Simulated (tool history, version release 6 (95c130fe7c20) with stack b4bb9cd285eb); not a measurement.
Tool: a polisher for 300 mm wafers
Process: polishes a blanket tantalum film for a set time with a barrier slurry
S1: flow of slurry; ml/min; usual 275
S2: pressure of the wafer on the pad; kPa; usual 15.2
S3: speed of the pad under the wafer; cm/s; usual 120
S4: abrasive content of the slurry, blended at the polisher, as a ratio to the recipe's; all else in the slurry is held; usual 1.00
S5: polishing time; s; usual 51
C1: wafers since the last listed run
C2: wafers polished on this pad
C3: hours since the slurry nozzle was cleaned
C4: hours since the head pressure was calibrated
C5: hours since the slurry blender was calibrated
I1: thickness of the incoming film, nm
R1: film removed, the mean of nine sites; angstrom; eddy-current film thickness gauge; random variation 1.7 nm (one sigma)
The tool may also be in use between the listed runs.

{"run": 1, "hour": 0.0, "S1": 275, "S2": 15.2, "S3": 120, "S4": 1.0, "S5": 51, "C1": 0, "C2": 1858, "C3": 220.0, "C4": 883.1, "C5": 65.8, "I1": 417.5, "R1": 1063}
{"hour": 4.3, "done": "worn pad replaced by a new one"}
{"run": 2, "hour": 22.4, "S1": 275, "S2": 15.2, "S3": 120, "S4": 1.0, "S5": 51, "C1": 201, "C2": 198, "C3": 242.4, "C4": 905.5, "C5": 88.2, "I1": 414.1, "R1": 1223}
{"run": 3, "hour": 45.3, "S1": 275, "S2": 15.2, "S3": 120, "S4": 1.0, "S5": 51, "C1": 250, "C2": 448, "C3": 265.3, "C4": 928.4, "C5": 111.1, "I1": 422.4, "R1": 1195}
{"run": 4, "hour": 101.8, "S1": 275, "S2": 15.2, "S3": 120, "S4": 1.1, "S5": 51, "C1": 618, "C2": 1067, "C3": 321.8, "C4": 984.9, "C5": 167.6, "I1": 414.7, "R1": 1155}
{"run": 5, "hour": 122.1, "S1": 275, "S2": 15.2, "S3": 120, "S4": 0.8, "S5": 51, "C1": 222, "C2": 1289, "C3": 342.1, "C4": 1005.2, "C5": 187.9, "I1": 416.4, "R1": 1025}
{"hour": 138.8, "done": "worn pad replaced by a new one"}
{"run": 6, "hour": 175.1, "S1": 275, "S2": 15.2, "S3": 120, "S4": 0.8, "S5": 51, "C1": 536, "C2": 397, "C3": 395.1, "C4": 1058.2, "C5": 240.9, "I1": 420.0, "R1": 1034}
{"run": 7, "hour": 200.3, "S1": 275, "S2": 15.2, "S3": 120, "S4": 0.8, "S5": 51, "C1": 275, "C2": 673, "C3": 420.3, "C4": 1083.4, "C5": 266.1, "I1": 415.9, "R1": 1017}
{"run": 8, "hour": 216.5, "S1": 245, "S2": 15.2, "S3": 120, "S4": 1.0, "S5": 51, "C1": 177, "C2": 850, "C3": 436.5, "C4": 1099.6, "C5": 282.3, "I1": 415.2, "R1": 1051}
{"run": 9, "hour": 252.1, "S1": 245, "S2": 15.2, "S3": 120, "S4": 1.0, "S5": 51, "C1": 389, "C2": 1240, "C3": 472.1, "C4": 1135.2, "C5": 317.9, "I1": 416.8, "R1": 968}
{"hour": 282.6, "done": "slurry blender recalibrated"}
{"run": 10, "hour": 285.5, "S1": 275, "S2": 15.2, "S3": 120, "S4": 1.0, "S5": 51, "C1": 343, "C2": 1583, "C3": 505.5, "C4": 1168.6, "C5": 2.9, "I1": 428.9, "R1": 1084}
{"hour": 294.3, "done": "worn pad replaced by a new one"}
{"run": 11, "hour": 306.8, "S1": 275, "S2": 15.2, "S3": 120, "S4": 1.0, "S5": 51, "C1": 189, "C2": 136, "C3": 526.8, "C4": 1189.9, "C5": 24.2, "I1": 421.0, "R1": 1215}
{"run": 12, "hour": 336.3, "S1": 275, "S2": 17.2, "S3": 120, "S4": 1.0, "S5": 60, "C1": 322, "C2": 459, "C3": 556.3, "C4": 1219.4, "C5": 53.7, "I1": 411.0, "R1": 1475}
{"run": 13, "hour": 359.6, "S1": 275, "S2": 15.2, "S3": 120, "S4": 1.0, "S5": 60, "C1": 255, "C2": 714, "C3": 579.6, "C4": 1242.7, "C5": 77.0, "I1": 423.1, "R1": 1373}
{"hour": 363.5, "done": "head pressure recalibrated"}
{"run": 14, "hour": 381.9, "S1": 275, "S2": 15.2, "S3": 120, "S4": 1.0, "S5": 51, "C1": 222, "C2": 936, "C3": 601.9, "C4": 18.4, "C5": 99.3, "I1": 417.9, "R1": 1112}
{"hour": 398.4, "done": "slurry nozzle cleaned"}
{"run": 15, "hour": 403.2, "S1": 275, "S2": 18.6, "S3": 80, "S4": 0.75, "S5": 43, "C1": 222, "C2": 1159, "C3": 4.8, "C4": 39.7, "C5": 120.6, "I1": 420.6, "R1": 641}
{"hour": 428.5, "done": "worn pad replaced by a new one"}
{"run": 16, "hour": 498.9, "S1": 225, "S2": 15.2, "S3": 156, "S4": 1.0, "S5": 46, "C1": 1003, "C2": 770, "C3": 100.5, "C4": 135.4, "C5": 216.3, "I1": 419.6, "R1": 1249}
{"run": 17, "hour": 529.9, "S1": 185, "S2": 10.3, "S3": 144, "S4": 1.0, "S5": 35, "C1": 339, "C2": 1109, "C3": 131.5, "C4": 166.4, "C5": 247.3, "I1": 418.3, "R1": 678}
{"run": 18, "hour": 559.6, "S1": 275, "S2": 15.2, "S3": 154, "S4": 1.0, "S5": 51, "C1": 325, "C2": 1434, "C3": 161.2, "C4": 196.1, "C5": 277.0, "I1": 418.9, "R1": 1289}
{"hour": 582.0, "done": "worn pad replaced by a new one"}
{"run": 19, "hour": 591.5, "S1": 275, "S2": 15.2, "S3": 120, "S4": 1.0, "S5": 51, "C1": 305, "C2": 104, "C3": 193.1, "C4": 228.0, "C5": 308.9, "I1": 423.4, "R1": 1045}
{"hour": 612.1, "done": "slurry blender recalibrated"}
{"run": 20, "hour": 617.1, "S1": 275, "S2": 15.2, "S3": 120, "S4": 0.8, "S5": 51, "C1": 258, "C2": 362, "C3": 218.7, "C4": 253.6, "C5": 5.0, "I1": 425.3, "R1": 1120}
{"run": 21, "hour": 652.8, "S1": 275, "S2": 18.6, "S3": 90, "S4": 1.0, "S5": 51, "C1": 390, "C2": 753, "C3": 254.4, "C4": 289.3, "C5": 40.7, "I1": 424.2, "R1": 986}
{"run": 22, "hour": 665.5, "S1": 275, "S2": 17.9, "S3": 120, "S4": 0.9, "S5": 51, "C1": 139, "C2": 892, "C3": 267.1, "C4": 302.0, "C5": 53.4, "I1": 426.5, "R1": 1215}
{"run": 23, "hour": 699.6, "S1": 365, "S2": 15.2, "S3": 130, "S4": 1.0, "S5": 43, "C1": 373, "C2": 1265, "C3": 301.2, "C4": 336.1, "C5": 87.5, "I1": 419.6, "R1": 1040}
{"run": 24, "hour": 728.8, "S1": 275, "S2": 15.2, "S3": 120, "S4": 0.75, "S5": 51, "C1": 319, "C2": 1585, "C3": 330.4, "C4": 365.3, "C5": 116.7, "I1": 420.4, "R1": 990}
{"hour": 748.8, "done": "worn pad replaced by a new one"}
{"run": 25, "hour": 754.5, "S1": 275, "S2": 11.7, "S3": 162, "S4": 1.0, "S5": 51, "C1": 237, "C2": 62, "C3": 356.1, "C4": 391.0, "C5": 142.4, "I1": 420.1, "R1": 1401}
{"run": 26, "hour": 778.1, "S1": 275, "S2": 15.2, "S3": 120, "S4": 1.0, "S5": 51, "C1": 258, "C2": 321, "C3": 379.7, "C4": 414.6, "C5": 166.0, "I1": 421.2, "R1": 1157}

What the log doesn't show, run by run:
slurry flow missing at the pad, %: 0 in every run
deviation of the head's pressure from its setpoint, %: 0 in every run
H1: removal rate lost through wear of the pad, %
H2: abrasive missing from the slurry, %
run=1 H1=13.9 H2=3.45
run=2 H1=1.84 H2=4.66
run=3 H1=3.61 H2=6.26
run=4 H1=7.97 H2=11.8
run=5 H1=9.53 H2=14.3
run=6 H1=3.24 H2=22.3
run=7 H1=5.18 H2=26.8
run=8 H1=6.43 H2=29.9
run=9 H1=9.17 H2=37.4
run=10 H1=11.7 H2=7.65
run=11 H1=1.02 H2=7.85
run=12 H1=3.3 H2=8.66
run=13 H1=5.1 H2=9.73
run=14 H1=6.82 H2=11.1
run=15 H1=8.46 H2=12.8
run=16 H1=5.69 H2=24.1
run=17 H1=8.08 H2=29.1
run=18 H1=10.4 H2=34.6
run=19 H1=1.41 H2=41.2
run=20 H1=3.39 H2=2.24
run=21 H1=6.14 H2=2.82
run=22 H1=7.12 H2=3.24
run=23 H1=9.75 H2=4.92
run=24 H1=12 H2=7.02
run=25 H1=0.683 H2=9.36
run=26 H1=2.5 H2=11.9
